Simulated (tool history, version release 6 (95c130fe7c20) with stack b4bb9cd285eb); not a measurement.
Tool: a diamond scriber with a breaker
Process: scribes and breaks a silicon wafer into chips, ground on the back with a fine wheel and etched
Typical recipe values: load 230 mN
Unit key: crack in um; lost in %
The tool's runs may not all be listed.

run	hour	load	incoming depth of the damage left on the back of the incoming wafer, um	crack	lost
1	0	230	0.71	10.58	2.53
# hour 22.1: diamond tip replaced by a new one
2	191	230	0.64	10.71	2.22
3	284.3	230	0.4	10.58	2.91
4	371	230	0.66	10.31	2.72
# hour 447.6: diamond tip replaced by a new one
5	462	230	0.75	10.89	1.61
6	545.8	230	0.48	10.65	2.41
7	652.1	180	0.54	8.97	15.87
8	714	180	0.67	8.76	17.17
9	773.1	180	0.79	8.84	18.8
10	861.3	214	0.36	9.81	7.46
11	956	214	0.5	9.86	7.64
# hour 981.4: diamond tip replaced by a new one
12	1181.4	214	0.6	9.85	6.27
13	1260.2	230	0.63	10.34	3.49
14	1365.6	230	0.59	10.43	3.88
15	1415.4	230	0.3	10.22	4.11
# hour 1424.7: load on the tip recalibrated
# hour 1435: diamond tip replaced by a new one
16	1457.7	167	0.67	9.16	13.77
17	1528.4	259	0.39	11.9	2.18
18	1584.3	192	0.33	9.66	8.03
19	1666.5	253	0.36	11.32	1.06
20	1734.7	189	0.68	9.27	11.94
21	1795.1	186	0.4	9.32	13.24
22	1898.7	230	0.77	10.52	2.18
# hour 1956.2: diamond tip replaced by a new one
23	1984	210	0.72	10.08	4.49
24	2045	254	0.5	11.36	0.95

Run 25 has not been measured yet. What should we expect?
25	2121.6	230	0.79	?	?

Run 25 gave crack 10.64 um, lost 2.49 %.
On a tool with no hidden condition, and with the same random variation, this run would have come out at crack 11.34 um, lost 1.06 %.
